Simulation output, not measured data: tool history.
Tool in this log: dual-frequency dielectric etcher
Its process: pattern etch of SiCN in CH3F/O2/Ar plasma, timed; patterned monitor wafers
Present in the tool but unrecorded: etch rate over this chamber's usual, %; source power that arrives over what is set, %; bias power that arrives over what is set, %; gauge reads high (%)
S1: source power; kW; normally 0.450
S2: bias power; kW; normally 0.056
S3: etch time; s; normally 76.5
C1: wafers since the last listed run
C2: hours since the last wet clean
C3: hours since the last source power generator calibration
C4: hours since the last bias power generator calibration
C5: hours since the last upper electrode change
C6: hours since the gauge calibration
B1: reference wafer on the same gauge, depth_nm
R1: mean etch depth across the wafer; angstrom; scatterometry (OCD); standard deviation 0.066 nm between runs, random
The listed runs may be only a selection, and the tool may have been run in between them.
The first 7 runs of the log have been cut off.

run 8 hour=171.3 | S1=0.420 S2=0.056 S3=76.5 | C1=170 C2=134.3 C3=1082.2 C4=1447.2 C5=2191.2 C6=206.7 | B1=28.11 | R1=248.0
run 9 hour=189.6 | S1=0.450 S2=0.056 S3=76.5 | C1=243 C2=152.6 C3=1100.5 C4=1465.5 C5=2209.5 C6=225.0 | B1=28.10 | R1=260.0
-- hour=248.1 upper electrode replaced
run 10 hour=248.6 | S1=0.450 S2=0.056 S3=76.5 | C1=466 C2=211.6 C3=1159.5 C4=1524.5 C5=0.5 C6=284.0 | B1=28.09 | R1=259.8
run 11 hour=256.2 | S1=0.450 S2=0.056 S3=76.5 | C1=101 C2=219.2 C3=1167.1 C4=1532.1 C5=8.1 C6=291.6 | B1=28.08 | R1=259.8
run 12 hour=274.2 | S1=0.380 S2=0.056 S3=76.5 | C1=239 C2=237.2 C3=1185.1 C4=1550.1 C5=26.1 C6=309.6 | B1=28.13 | R1=235.9
run 13 hour=302.4 | S1=0.380 S2=0.056 S3=76.5 | C1=375 C2=265.4 C3=1213.3 C4=1578.3 C5=54.3 C6=337.8 | B1=28.11 | R1=236.3
run 14 hour=319.5 | S1=0.380 S2=0.056 S3=76.5 | C1=227 C2=282.5 C3=1230.4 C4=1595.4 C5=71.4 C6=354.9 | B1=28.13 | R1=236.6
run 15 hour=348.3 | S1=0.450 S2=0.056 S3=76.5 | C1=383 C2=311.3 C3=1259.2 C4=1624.2 C5=100.2 C6=383.7 | B1=28.12 | R1=262.9
run 16 hour=375.1 | S1=0.380 S2=0.056 S3=76.5 | C1=356 C2=338.1 C3=1286.0 C4=1651.0 C5=127.0 C6=410.5 | B1=28.11 | R1=237.5
run 17 hour=395.1 | S1=0.500 S2=0.049 S3=54.5 | C1=266 C2=358.1 C3=1306.0 C4=1671.0 C5=147.0 C6=430.5 | B1=28.11 | R1=192.9
run 18 hour=411.9 | S1=0.530 S2=0.056 S3=69.5 | C1=223 C2=374.9 C3=1322.8 C4=1687.8 C5=163.8 C6=447.3 | B1=28.09 | R1=264.1
run 19 hour=433.0 | S1=0.410 S2=0.066 S3=92.0 | C1=280 C2=396.0 C3=1343.9 C4=1708.9 C5=184.9 C6=468.4 | B1=28.09 | R1=315.3
run 20 hour=463.3 | S1=0.450 S2=0.069 S3=90.5 | C1=403 C2=426.3 C3=1374.2 C4=1739.2 C5=215.2 C6=498.7 | B1=28.09 | R1=335.2
-- hour=497.7 wet clean of the chamber
-- hour=504.8 bias power generator calibrated
run 21 hour=550.2 | S1=0.450 S2=0.056 S3=76.5 | C1=784 C2=52.5 C3=1461.1 C4=45.4 C5=302.1 C6=585.6 | B1=28.10 | R1=259.6
run 22 hour=577.8 | S1=0.360 S2=0.056 S3=92.0 | C1=367 C2=80.1 C3=1488.7 C4=73.0 C5=329.7 C6=613.2 | B1=28.10 | R1=271.1
run 23 hour=603.4 | S1=0.450 S2=0.056 S3=76.5 | C1=340 C2=105.7 C3=1514.3 C4=98.6 C5=355.3 C6=638.8 | B1=28.10 | R1=260.6
-- hour=615.4 gauge calibrated
-- hour=618.8 source power generator calibrated
run 24 hour=634.2 | S1=0.450 S2=0.049 S3=61.5 | C1=356 C2=136.5 C3=15.4 C4=129.4 C5=386.1 C6=18.8 | B1=28.12 | R1=197.8
run 25 hour=660.0 | S1=0.340 S2=0.065 S3=64.0 | C1=343 C2=162.3 C3=41.2 C4=155.2 C5=411.9 C6=44.6 | B1=28.11 | R1=185.2
run 26 hour=690.7 | S1=0.380 S2=0.061 S3=88.5 | C1=408 C2=193.0 C3=71.9 C4=185.9 C5=442.6 C6=75.3 | B1=28.11 | R1=272.8
run 27 hour=718.1 | S1=0.370 S2=0.052 S3=92.0 | C1=364 C2=220.4 C3=99.3 C4=213.3 C5=470.0 C6=102.7 | B1=28.11 | R1=266.8
run 28 hour=740.5 | S1=0.450 S2=0.043 S3=76.5 | C1=298 C2=242.8 C3=121.7 C4=235.7 C5=492.4 C6=125.1 | B1=28.07 | R1=239.7
run 29 hour=755.7 | S1=0.450 S2=0.045 S3=90.0 | C1=202 C2=258.0 C3=136.9 C4=250.9 C5=507.6 C6=140.3 | B1=28.11 | R1=286.1
run 30 hour=775.0 | S1=0.450 S2=0.056 S3=86.5 | C1=256 C2=277.3 C3=156.2 C4=270.2 C5=526.9 C6=159.6 | B1=28.09 | R1=292.0

Each row is a separate what-if for the run after 30, all from the same tool condition, not one after another. Results?
run A hour=775.4 | S1=0.450 S2=0.056 S3=76.5 | C1=5 C2=277.7 C3=156.6 C4=270.6 C5=527.3 C6=160.0 | B1=? | R1=?
run B hour=775.4 | S1=0.360 S2=0.064 S3=93.5 | C1=5 C2=277.7 C3=156.6 C4=270.6 C5=527.3 C6=160.0 | B1=? | R1=?
run C hour=775.4 | S1=0.450 S2=0.056 S3=70.5 | C1=5 C2=277.7 C3=156.6 C4=270.6 C5=527.3 C6=160.0 | B1=? | R1=?
run D hour=775.4 | S1=0.450 S2=0.049 S3=76.5 | C1=5 C2=277.7 C3=156.6 C4=270.6 C5=527.3 C6=160.0 | B1=? | R1=?

run=A B1=28.09 R1=256.7
run=B B1=28.09 R1=283.1
run=C B1=28.09 R1=236.6
run=D B1=28.09 R1=247.5
With no hidden state in the tool, these same runs would have given:
run=A R1=251.3
run=B R1=277.2
run=C R1=231.6
run=D R1=242.3

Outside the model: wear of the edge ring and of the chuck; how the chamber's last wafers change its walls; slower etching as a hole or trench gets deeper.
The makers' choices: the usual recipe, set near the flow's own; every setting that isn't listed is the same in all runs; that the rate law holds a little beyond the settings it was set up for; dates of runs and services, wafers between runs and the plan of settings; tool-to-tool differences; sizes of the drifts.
